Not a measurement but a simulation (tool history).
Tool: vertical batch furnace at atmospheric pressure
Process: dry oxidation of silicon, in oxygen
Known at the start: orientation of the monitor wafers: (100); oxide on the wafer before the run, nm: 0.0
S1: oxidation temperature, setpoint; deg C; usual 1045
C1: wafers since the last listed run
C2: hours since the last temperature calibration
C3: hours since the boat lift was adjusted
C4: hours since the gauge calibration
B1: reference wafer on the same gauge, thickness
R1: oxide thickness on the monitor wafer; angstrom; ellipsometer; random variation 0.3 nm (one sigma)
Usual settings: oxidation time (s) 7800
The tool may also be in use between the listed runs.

Run 1, hour 0: usual settings; C1 0; C2 3335.4; C3 3245.3; C4 605.7; B1 129.98. Result: R1 1363.3 angstrom.
Run 2, hour 13.1: usual settings; C1 161; C2 3348.5; C3 3258.4; C4 618.8; B1 130. Result: R1 1371.6 angstrom.
Run 3, hour 31.9: usual settings; C1 231; C2 3367.3; C3 3277.2; C4 637.6; B1 130.01. Result: R1 1363.7 angstrom.
Run 4, hour 50.5: usual settings; C1 229; C2 3385.9; C3 3295.8; C4 656.2; B1 130.02. Result: R1 1368.8 angstrom.
Run 5, hour 69.4: usual settings; C1 232; C2 3404.8; C3 3314.7; C4 675.1; B1 130. Result: R1 1368.5 angstrom.
Run 6, hour 87.7: usual settings; C1 225; C2 3423.1; C3 3333; C4 693.4; B1 130.01. Result: R1 1367.4 angstrom.
Run 7, hour 112.2: usual settings; C1 301; C2 3447.6; C3 3357.5; C4 717.9; B1 129.94. Result: R1 1363.3 angstrom.
Run 8, hour 125.7: usual settings; C1 166; C2 3461.1; C3 3371; C4 731.4; B1 129.93. Result: R1 1370.5 angstrom.
Run 9, hour 141.1: usual settings; C1 189; C2 3476.5; C3 3386.4; C4 746.8; B1 129.93. Result: R1 1377.6 angstrom.
Run 10, hour 158.4: usual settings; C1 213; C2 3493.8; C3 3403.7; C4 764.1; B1 130.04. Result: R1 1369.5 angstrom.
Run 11, hour 183.1: usual settings; C1 304; C2 3518.5; C3 3428.4; C4 788.8; B1 130.03. Result: R1 1369.9 angstrom.
At hour 224.3: thermocouples replaced and temperature profile calibrated.
Run 12, hour 224.8: usual settings; C1 217; C2 0.5; C3 3470.1; C4 830.5; B1 130. Result: R1 1309.1 angstrom.
Run 13, hour 231.7: usual settings; C1 84; C2 7.4; C3 3477; C4 837.4; B1 129.97. Result: R1 1312.6 angstrom.
Run 14, hour 239.1: usual settings; C1 91; C2 14.8; C3 3484.4; C4 844.8; B1 129.92. Result: R1 1312.8 angstrom.
At hour 276: boat lift adjusted.
Run 15, hour 276.5: usual settings; C1 165; C2 52.2; C3 0.5; C4 882.2; B1 129.98. Result: R1 1311.6 angstrom.
Run 16, hour 288: usual settings; C1 141; C2 63.7; C3 12; C4 893.7; B1 130. Result: R1 1313.8 angstrom.
Run 17, hour 304.6: usual settings; C1 204; C2 80.3; C3 28.6; C4 910.3; B1 130.03. Result: R1 1313.6 angstrom.
At hour 313.6: gauge calibrated.
Run 18, hour 320.9: usual settings; C1 200; C2 96.6; C3 44.9; C4 7.3; B1 129.95. Result: R1 1313.8 angstrom.
Run 19, hour 407.2: usual settings but S1 1033 deg C, oxidation time (s) 6630; C1 1062; C2 182.9; C3 131.2; C4 93.6; B1 129.99. Result: R1 1065.7 angstrom.
Run 20, hour 429.9: usual settings; C1 279; C2 205.6; C3 153.9; C4 116.3; B1 129.95. Result: R1 1318.1 angstrom.
Run 21, hour 445.6: usual settings; C1 193; C2 221.3; C3 169.6; C4 132; B1 129.98. Result: R1 1310.5 angstrom.
Run 22, hour 464.6: usual settings; C1 233; C2 240.3; C3 188.6; C4 151; B1 130.05. Result: R1 1311.7 angstrom.
Run 23, hour 481.8: usual settings but oxidation time (s) 4980; C1 211; C2 257.5; C3 205.8; C4 168.2; B1 129.98. Result: R1 985.5 angstrom.
Run 24, hour 507.9: usual settings but oxidation time (s) 11610; C1 321; C2 283.6; C3 231.9; C4 194.3; B1 130.03. Result: R1 1702.1 angstrom.
Run 25, hour 553.3: usual settings but oxidation time (s) 6420; C1 559; C2 329; C3 277.3; C4 239.7; B1 130.05. Result: R1 1163.8 angstrom.
Run 26, hour 569.1: usual settings but S1 1052 deg C, oxidation time (s) 10440; C1 194; C2 344.8; C3 293.1; C4 255.5; B1 129.99. Result: R1 1684.2 angstrom.
Run 27, hour 595.3: usual settings; C1 322; C2 371; C3 319.3; C4 281.7; B1 130.02. Result: R1 1321.6 angstrom.
Run 28, hour 606.9: usual settings but S1 1051 deg C; C1 142; C2 382.6; C3 330.9; C4 293.3; B1 129.91. Result: R1 1378.1 angstrom.
Run 29, hour 630.5: usual settings; C1 290; C2 406.2; C3 354.5; C4 316.9; B1 129.97. Result: R1 1317.6 angstrom.
Run 30, hour 644.7: usual settings but S1 1032 deg C, oxidation time (s) 4980; C1 174; C2 420.4; C3 368.7; C4 331.1; B1 129.91. Result: R1 878 angstrom.
Run 31, hour 658.1: usual settings but oxidation time (s) 8850; C1 165; C2 433.8; C3 382.1; C4 344.5; B1 130.08. Result: R1 1426.1 angstrom.
Run 32, hour 686.3: usual settings but S1 1024 deg C, oxidation time (s) 11580; C1 347; C2 462; C3 410.3; C4 372.7; B1 129.99. Result: R1 1442.5 angstrom.
Run 33, hour 705.9: usual settings but S1 1063 deg C, oxidation time (s) 6420; C1 241; C2 481.6; C3 429.9; C4 392.3; B1 129.99. Result: R1 1335.9 angstrom.
Run 34, hour 732.9: usual settings but S1 1038 deg C, oxidation time (s) 5490; C1 332; C2 508.6; C3 456.9; C4 419.3; B1 130. Result: R1 992.2 angstrom.
Run 35, hour 756.7: usual settings but S1 1030 deg C, oxidation time (s) 6450; C1 293; C2 532.4; C3 480.7; C4 443.1; B1 129.99. Result: R1 1029.8 angstrom.
Run 36, hour 772.6: usual settings but S1 1062 deg C, oxidation time (s) 10230; C1 195; C2 548.3; C3 496.6; C4 459; B1 130. Result: R1 1798.6 angstrom.
Run 37, hour 790: usual settings; C1 214; C2 565.7; C3 514; C4 476.4; B1 129.96. Result: R1 1320.6 angstrom.
Run 38, hour 817.3: usual settings but S1 1061 deg C; C1 336; C2 593; C3 541.3; C4 503.7; B1 129.98. Result: R1 1494 angstrom.
Run 39, hour 853.6: usual settings but S1 1024 deg C, oxidation time (s) 11340; C1 446; C2 629.3; C3 577.6; C4 540; B1 130.03. Result: R1 1422.8 angstrom.
Run 40, hour 867.1: usual settings but S1 1027 deg C; C1 166; C2 642.8; C3 591.1; C4 553.5; B1 129.97. Result: R1 1136.1 angstrom.

3 ways to go on from here, each from the tool as it stands after run 40. What would each give?
Run A, hour 874.2: usual settings; C1 87; C2 649.9; C3 598.2; C4 560.6; B1 ?. Result: R1 ?.
Run B, hour 874.2: usual settings but oxidation time (s) 3990; C1 87; C2 649.9; C3 598.2; C4 560.6; B1 ?. Result: R1 ?.
Run C, hour 874.2: usual settings but S1 1062 deg C, oxidation time (s) 4830; C1 87; C2 649.9; C3 598.2; C4 560.6; B1 ?. Result: R1 ?.

run      B1      R1
  A  129.94  1323.8
  B  129.94   853.7
  C  129.94  1109.4
Without the tool's hidden state the same runs would have given:
run      R1
  A  1313.5
  B   846.6
  C  1100.9
